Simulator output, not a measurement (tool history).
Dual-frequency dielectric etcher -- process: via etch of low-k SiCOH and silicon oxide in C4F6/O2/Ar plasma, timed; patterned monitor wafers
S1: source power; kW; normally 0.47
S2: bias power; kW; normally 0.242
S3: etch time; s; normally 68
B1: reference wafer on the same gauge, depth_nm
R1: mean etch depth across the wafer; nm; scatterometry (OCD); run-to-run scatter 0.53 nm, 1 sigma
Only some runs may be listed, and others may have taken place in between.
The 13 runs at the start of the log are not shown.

At day 7.042: source power generator calibrated.
Run 14, day 7.258: usual settings but S3 52.5 s; B1 229.1. Result: R1 179.5 nm.
Run 15, day 7.929: usual settings; B1 229. Result: R1 232.3 nm.
Run 16, day 8.188: usual settings but S1 0.54 kW, S2 0.264 kW, S3 52.5 s; B1 229.1. Result: R1 197 nm.
At day 9.475: gauge calibrated.
At day 9.817: wet clean of the chamber.
Run 17, day 9.838: usual settings; B1 228.9. Result: R1 222.3 nm.
Run 18, day 9.871: usual settings but S1 0.39 kW, S2 0.205 kW, S3 78 s; B1 229. Result: R1 221.3 nm.
Run 19, day 10.692: usual settings but S1 0.4 kW, S3 77 s; B1 229. Result: R1 235.7 nm.
Run 20, day 11.196: usual settings; B1 229.1. Result: R1 224.1 nm.
Run 21, day 11.475: usual settings but S1 0.39 kW, S2 0.274 kW, S3 57.5 s; B1 229. Result: R1 181.3 nm.
Run 22, day 11.988: usual settings but S3 62 s; B1 228.9. Result: R1 204.9 nm.
Run 23, day 12.375: usual settings but S3 79 s; B1 229.1. Result: R1 261.6 nm.
Run 24, day 12.854: usual settings but S2 0.21 kW; B1 229.1. Result: R1 213.4 nm.
Run 25, day 13.125: usual settings; B1 229. Result: R1 224.9 nm.
Run 26, day 13.596: usual settings but S2 0.281 kW; B1 228.9. Result: R1 237.3 nm.
Run 27, day 13.975: usual settings but S3 51 s; B1 228.9. Result: R1 169.6 nm.
Run 28, day 14.375: usual settings but S2 0.292 kW; B1 229.2. Result: R1 241.8 nm.
Run 29, day 15.033: usual settings but S2 0.224 kW, S3 87.5 s; B1 228.9. Result: R1 282.3 nm.
Run 30, day 15.583: usual settings but S1 0.51 kW, S2 0.298 kW; B1 228.9. Result: R1 252.1 nm.

Each row is a separate what-if for the run after 30, all from the same tool condition, not one after another. Results?
Run A, day 15.6: usual settings; B1 ?. Result: R1 ?.
Run B, day 15.6: usual settings but S1 0.42 kW, S3 62 s; B1 ?. Result: R1 ?.
Run C, day 15.6: usual settings but S1 0.4 kW, S2 0.219 kW; B1 ?. Result: R1 ?.
Run D, day 15.6: usual settings but S1 0.39 kW, S2 0.223 kW, S3 83 s; B1 ?. Result: R1 ?.

run   B1     R1
  A  229  225.3
  B  229  194.9
  C  229  201.2
  D  229  244.2
Without the tool's unlogged condition, the same runs would have read:
run     R1
  A  221.9
  B  191.9
  C  198.1
  D  240.5

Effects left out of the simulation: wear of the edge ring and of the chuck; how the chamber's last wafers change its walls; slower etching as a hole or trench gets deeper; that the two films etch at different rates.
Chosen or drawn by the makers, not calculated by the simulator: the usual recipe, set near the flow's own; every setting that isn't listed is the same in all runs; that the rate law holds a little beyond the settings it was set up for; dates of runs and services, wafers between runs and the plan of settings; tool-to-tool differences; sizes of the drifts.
